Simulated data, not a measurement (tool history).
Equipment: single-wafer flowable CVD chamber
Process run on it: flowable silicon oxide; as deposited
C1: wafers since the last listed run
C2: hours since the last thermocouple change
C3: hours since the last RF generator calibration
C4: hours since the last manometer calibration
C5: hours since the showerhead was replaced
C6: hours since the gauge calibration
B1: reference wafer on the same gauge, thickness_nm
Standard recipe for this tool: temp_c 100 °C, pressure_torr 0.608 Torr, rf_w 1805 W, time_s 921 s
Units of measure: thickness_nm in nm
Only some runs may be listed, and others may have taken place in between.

{"run": 1, "day": 0.0, "temp_c": 100, "pressure_torr": 0.608, "rf_w": 1805, "time_s": 921, "C1": 0, "C2": 2339.5, "C3": 2341.4, "C4": 1947.8, "C5": 4231.2, "C6": 8.4, "B1": 368.705, "thickness_nm": 315.939}
{"run": 2, "day": 0.438, "temp_c": 100, "pressure_torr": 0.608, "rf_w": 1805, "time_s": 921, "C1": 31, "C2": 2350.0, "C3": 2351.9, "C4": 1958.3, "C5": 4241.7, "C6": 18.9, "B1": 369.015, "thickness_nm": 314.815}
{"run": 3, "day": 0.921, "temp_c": 100, "pressure_torr": 0.608, "rf_w": 1640, "time_s": 799, "C1": 35, "C2": 2361.6, "C3": 2363.5, "C4": 1969.9, "C5": 4253.3, "C6": 30.5, "B1": 369.049, "thickness_nm": 264.102}
{"run": 4, "day": 1.179, "temp_c": 100, "pressure_torr": 0.608, "rf_w": 1640, "time_s": 799, "C1": 18, "C2": 2367.8, "C3": 2369.7, "C4": 1976.1, "C5": 4259.5, "C6": 36.7, "B1": 369.136, "thickness_nm": 264.977}
{"run": 5, "day": 1.608, "temp_c": 100, "pressure_torr": 0.608, "rf_w": 1640, "time_s": 799, "C1": 31, "C2": 2378.1, "C3": 2380.0, "C4": 1986.4, "C5": 4269.8, "C6": 47.0, "B1": 369.169, "thickness_nm": 264.008}
{"run": 6, "day": 2.338, "temp_c": 100, "pressure_torr": 0.561, "rf_w": 1805, "time_s": 1020, "C1": 53, "C2": 2395.6, "C3": 2397.5, "C4": 2003.9, "C5": 4287.3, "C6": 64.5, "B1": 368.556, "thickness_nm": 320.201}
{"run": 7, "day": 3.042, "temp_c": 100, "pressure_torr": 0.561, "rf_w": 1805, "time_s": 1020, "C1": 51, "C2": 2412.5, "C3": 2414.4, "C4": 2020.8, "C5": 4304.2, "C6": 81.4, "B1": 368.738, "thickness_nm": 318.156}
{"run": 8, "day": 3.538, "temp_c": 100, "pressure_torr": 0.561, "rf_w": 1805, "time_s": 1020, "C1": 36, "C2": 2424.4, "C3": 2426.3, "C4": 2032.7, "C5": 4316.1, "C6": 93.3, "B1": 369.421, "thickness_nm": 318.42}
{"run": 9, "day": 4.217, "temp_c": 100, "pressure_torr": 0.608, "rf_w": 1670, "time_s": 921, "C1": 49, "C2": 2440.7, "C3": 2442.6, "C4": 2049.0, "C5": 4332.4, "C6": 109.6, "B1": 369.398, "thickness_nm": 302.665}
{"run": 10, "day": 4.729, "temp_c": 100, "pressure_torr": 0.608, "rf_w": 1670, "time_s": 921, "C1": 37, "C2": 2453.0, "C3": 2454.9, "C4": 2061.3, "C5": 4344.7, "C6": 121.9, "B1": 369.252, "thickness_nm": 303.198}
{"run": 11, "day": 5.383, "temp_c": 100, "pressure_torr": 0.608, "rf_w": 1805, "time_s": 921, "C1": 47, "C2": 2468.7, "C3": 2470.6, "C4": 2077.0, "C5": 4360.4, "C6": 137.6, "B1": 368.989, "thickness_nm": 309.669}
{"run": 12, "day": 5.708, "temp_c": 100, "pressure_torr": 0.665, "rf_w": 1605, "time_s": 1078, "C1": 23, "C2": 2476.5, "C3": 2478.4, "C4": 2084.8, "C5": 4368.2, "C6": 145.4, "B1": 369.15, "thickness_nm": 382.458}
{"run": 13, "day": 7.812, "temp_c": 100, "pressure_torr": 0.697, "rf_w": 1805, "time_s": 921, "C1": 153, "C2": 2527.0, "C3": 2528.9, "C4": 2135.3, "C5": 4418.7, "C6": 195.9, "B1": 369.119, "thickness_nm": 353.015}
{"run": 14, "day": 8.075, "temp_c": 100, "pressure_torr": 0.608, "rf_w": 1805, "time_s": 921, "C1": 19, "C2": 2533.3, "C3": 2535.2, "C4": 2141.6, "C5": 4425.0, "C6": 202.2, "B1": 369.139, "thickness_nm": 308.174}
{"day": 8.267, "done": "gauge calibrated"}
{"run": 15, "day": 8.638, "temp_c": 100, "pressure_torr": 0.608, "rf_w": 1805, "time_s": 921, "C1": 41, "C2": 2546.8, "C3": 2548.7, "C4": 2155.1, "C5": 4438.5, "C6": 8.9, "B1": 369.213, "thickness_nm": 307.719}
{"run": 16, "day": 9.254, "temp_c": 100, "pressure_torr": 0.729, "rf_w": 1805, "time_s": 921, "C1": 45, "C2": 2561.6, "C3": 2563.5, "C4": 2169.9, "C5": 4453.3, "C6": 23.7, "B1": 368.909, "thickness_nm": 368.371}
{"day": 10.412, "done": "RF generator calibrated"}
{"day": 10.608, "done": "capacitance manometer re-zeroed and calibrated"}
{"day": 10.883, "done": "showerhead replaced"}
{"run": 17, "day": 10.904, "temp_c": 100, "pressure_torr": 0.67, "rf_w": 2115, "time_s": 921, "C1": 61, "C2": 2601.2, "C3": 11.8, "C4": 7.1, "C5": 0.5, "C6": 63.3, "B1": 369.161, "thickness_nm": 375.753}
{"day": 11.35, "done": "thermocouple changed; heater temperature recalibrated"}
{"run": 18, "day": 11.417, "temp_c": 109, "pressure_torr": 0.608, "rf_w": 1805, "time_s": 921, "C1": 13, "C2": 1.6, "C3": 24.1, "C4": 19.4, "C5": 12.8, "C6": 75.6, "B1": 368.852, "thickness_nm": 271.96}
{"run": 19, "day": 11.846, "temp_c": 100, "pressure_torr": 0.608, "rf_w": 1805, "time_s": 921, "C1": 31, "C2": 11.9, "C3": 34.4, "C4": 29.7, "C5": 23.1, "C6": 85.9, "B1": 368.498, "thickness_nm": 381.278}
{"run": 20, "day": 13.25, "temp_c": 92, "pressure_torr": 0.532, "rf_w": 1570, "time_s": 809, "C1": 102, "C2": 45.6, "C3": 68.1, "C4": 63.4, "C5": 56.8, "C6": 119.6, "B1": 369.37, "thickness_nm": 375.568}
{"run": 21, "day": 13.575, "temp_c": 90, "pressure_torr": 0.506, "rf_w": 2130, "time_s": 921, "C1": 23, "C2": 53.4, "C3": 75.9, "C4": 71.2, "C5": 64.6, "C6": 127.4, "B1": 368.98, "thickness_nm": 476.293}

Predict the results of run 22:
{"run": 22, "day": 14.212, "temp_c": 100, "pressure_torr": 0.608, "rf_w": 1805, "time_s": 768, "C1": 46, "C2": 68.7, "C3": 91.2, "C4": 86.5, "C5": 79.9, "C6": 142.7, "B1": "?", "thickness_nm": "?"}

B1: 368.894
thickness_nm: 316.558 nm
Were there no unlogged condition in the tool, this run, its random variation unchanged, would have produced thickness_nm 316.747 nm.

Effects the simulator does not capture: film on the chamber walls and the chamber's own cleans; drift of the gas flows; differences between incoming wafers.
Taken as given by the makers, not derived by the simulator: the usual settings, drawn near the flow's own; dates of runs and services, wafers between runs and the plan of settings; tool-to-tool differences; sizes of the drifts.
